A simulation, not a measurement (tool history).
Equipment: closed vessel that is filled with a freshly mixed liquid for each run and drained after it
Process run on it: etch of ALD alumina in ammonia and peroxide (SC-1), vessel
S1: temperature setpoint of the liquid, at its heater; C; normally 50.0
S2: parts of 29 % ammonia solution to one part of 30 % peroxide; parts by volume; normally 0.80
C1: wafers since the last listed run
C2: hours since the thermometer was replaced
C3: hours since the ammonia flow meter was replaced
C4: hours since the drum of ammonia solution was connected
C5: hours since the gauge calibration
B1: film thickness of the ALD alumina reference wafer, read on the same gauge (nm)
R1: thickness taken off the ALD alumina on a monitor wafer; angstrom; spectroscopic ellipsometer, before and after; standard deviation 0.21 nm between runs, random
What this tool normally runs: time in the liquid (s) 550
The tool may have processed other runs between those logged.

Run 1, hour 0.0: usual settings but S2 0.55 parts by volume; C1 0; C2 405.8; C3 449.7; C4 80.3; C5 1866.9; B1 130.05. Result: R1 361.6 angstrom.
Run 2, hour 59.1: usual settings but S1 55.5 C, time in the liquid (s) 340; C1 2693; C2 464.9; C3 508.8; C4 139.4; C5 1926.0; B1 129.98. Result: R1 309.0 angstrom.
Run 3, hour 130.2: usual settings but S1 55.5 C, time in the liquid (s) 340; C1 3240; C2 536.0; C3 579.9; C4 210.5; C5 1997.1; B1 130.01. Result: R1 311.2 angstrom.
Run 4, hour 175.8: usual settings; C1 2078; C2 581.6; C3 625.5; C4 256.1; C5 2042.7; B1 129.95. Result: R1 370.9 angstrom.
Run 5, hour 235.1: usual settings; C1 2702; C2 640.9; C3 684.8; C4 315.4; C5 2102.0; B1 129.98. Result: R1 370.7 angstrom.
Run 6, hour 279.0: usual settings; C1 2000; C2 684.8; C3 728.7; C4 359.3; C5 2145.9; B1 129.99. Result: R1 369.3 angstrom.
Run 7, hour 313.2: usual settings; C1 1558; C2 719.0; C3 762.9; C4 393.5; C5 2180.1; B1 130.02. Result: R1 371.7 angstrom.
At hour 344.8: new drum of ammonia solution connected.
Run 8, hour 367.8: usual settings; C1 2443; C2 773.6; C3 817.5; C4 23.0; C5 2234.7; B1 130.01. Result: R1 369.9 angstrom.
Run 9, hour 413.6: usual settings; C1 2087; C2 819.4; C3 863.3; C4 68.8; C5 2280.5; B1 130.00. Result: R1 370.5 angstrom.
At hour 432.8: gauge calibrated.
Run 10, hour 503.0: usual settings but time in the liquid (s) 720; C1 4074; C2 908.8; C3 952.7; C4 158.2; C5 70.2; B1 130.01. Result: R1 478.2 angstrom.
Run 11, hour 560.6: usual settings but time in the liquid (s) 720; C1 2625; C2 966.4; C3 1010.3; C4 215.8; C5 127.8; B1 129.98. Result: R1 480.0 angstrom.
At hour 687.7: new drum of ammonia solution connected.
Run 12, hour 737.2: usual settings but time in the liquid (s) 720; C1 8003; C2 1143.0; C3 1186.9; C4 49.5; C5 304.4; B1 130.02. Result: R1 478.3 angstrom.
Run 13, hour 783.9: usual settings but S1 43.5 C; C1 2128; C2 1189.7; C3 1233.6; C4 96.2; C5 351.1; B1 130.03. Result: R1 252.3 angstrom.
Run 14, hour 847.3: usual settings but S1 44.5 C, S2 0.95 parts by volume, time in the liquid (s) 750; C1 2889; C2 1253.1; C3 1297.0; C4 159.6; C5 414.5; B1 129.98. Result: R1 370.8 angstrom.
At hour 900.0: ammonia flow meter replaced.
Run 15, hour 914.4: usual settings but S2 0.70 parts by volume, time in the liquid (s) 685; C1 3012; C2 1320.2; C3 14.4; C4 226.7; C5 481.6; B1 130.01. Result: R1 447.8 angstrom.
Run 16, hour 984.7: usual settings; C1 3204; C2 1390.5; C3 84.7; C4 297.0; C5 551.9; B1 130.02. Result: R1 362.6 angstrom.
Run 17, hour 1039.2: usual settings but S2 1.05 parts by volume, time in the liquid (s) 240; C1 2484; C2 1445.0; C3 139.2; C4 351.5; C5 606.4; B1 130.05. Result: R1 162.2 angstrom.
Run 18, hour 1068.7: usual settings but time in the liquid (s) 815; C1 1344; C2 1474.5; C3 168.7; C4 381.0; C5 635.9; B1 130.03. Result: R1 532.9 angstrom.
At hour 1093.0: thermometer replaced.
At hour 1109.6: new drum of ammonia solution connected.
Run 19, hour 1123.5: usual settings but time in the liquid (s) 830; C1 2406; C2 30.5; C3 223.5; C4 13.9; C5 690.7; B1 129.97. Result: R1 570.5 angstrom.
Run 20, hour 1166.8: usual settings but S1 44.5 C, S2 0.70 parts by volume, time in the liquid (s) 685; C1 1973; C2 73.8; C3 266.8; C4 57.2; C5 734.0; B1 130.00. Result: R1 342.3 angstrom.
Run 21, hour 1197.8: usual settings but S2 0.95 parts by volume, time in the liquid (s) 335; C1 1412; C2 104.8; C3 297.8; C4 88.2; C5 765.0; B1 129.98. Result: R1 231.2 angstrom.
Run 22, hour 1267.7: usual settings but S1 46.5 C, time in the liquid (s) 265; C1 3185; C2 174.7; C3 367.7; C4 158.1; C5 834.9; B1 130.02. Result: R1 148.4 angstrom.
Run 23, hour 1300.8: usual settings but S2 0.45 parts by volume, time in the liquid (s) 730; C1 1508; C2 207.8; C3 400.8; C4 191.2; C5 868.0; B1 129.97. Result: R1 470.2 angstrom.
Run 24, hour 1326.1: usual settings but S1 59.0 C, time in the liquid (s) 820; C1 1153; C2 233.1; C3 426.1; C4 216.5; C5 893.3; B1 129.96. Result: R1 903.7 angstrom.
Run 25, hour 1383.2: usual settings; C1 2602; C2 290.2; C3 483.2; C4 273.6; C5 950.4; B1 130.00. Result: R1 372.0 angstrom.
Run 26, hour 1451.2: usual settings but S1 54.0 C, S2 1.05 parts by volume, time in the liquid (s) 780; C1 3099; C2 358.2; C3 551.2; C4 341.6; C5 1018.4; B1 129.98. Result: R1 674.3 angstrom.
At hour 1492.8: new drum of ammonia solution connected.
Run 27, hour 1526.2: usual settings but S1 55.5 C, S2 0.95 parts by volume, time in the liquid (s) 455; C1 3372; C2 433.2; C3 626.2; C4 33.4; C5 1093.4; B1 129.99. Result: R1 419.8 angstrom.
Run 28, hour 1592.4: usual settings but S1 57.5 C, S2 0.60 parts by volume, time in the liquid (s) 245; C1 3017; C2 499.4; C3 692.4; C4 99.6; C5 1159.6; B1 130.00. Result: R1 241.8 angstrom.
Run 29, hour 1660.5: usual settings but S1 55.5 C, time in the liquid (s) 340; C1 3103; C2 567.5; C3 760.5; C4 167.7; C5 1227.7; B1 130.02. Result: R1 309.2 angstrom.
Run 30, hour 1685.9: usual settings; C1 1157; C2 592.9; C3 785.9; C4 193.1; C5 1253.1; B1 130.00. Result: R1 367.6 angstrom.

3 options for the next run, each taken on its own from the tool as it stands now. Forecast them:
Run A, hour 1686.7: usual settings; C1 36; C2 593.7; C3 786.7; C4 193.9; C5 1253.9; B1 ?. Result: R1 ?.
Run B, hour 1686.7: usual settings but S1 41.5 C, S2 1.10 parts by volume; C1 36; C2 593.7; C3 786.7; C4 193.9; C5 1253.9; B1 ?. Result: R1 ?.
Run C, hour 1686.7: usual settings but S2 0.55 parts by volume, time in the liquid (s) 830; C1 36; C2 593.7; C3 786.7; C4 193.9; C5 1253.9; B1 ?. Result: R1 ?.

run      B1     R1
  A  130.02  372.4
  B  130.02  236.8
  C  130.02  542.3
What these runs would have given with no unlogged condition in the tool:
run     R1
  A  381.5
  B  243.0
  C  555.6

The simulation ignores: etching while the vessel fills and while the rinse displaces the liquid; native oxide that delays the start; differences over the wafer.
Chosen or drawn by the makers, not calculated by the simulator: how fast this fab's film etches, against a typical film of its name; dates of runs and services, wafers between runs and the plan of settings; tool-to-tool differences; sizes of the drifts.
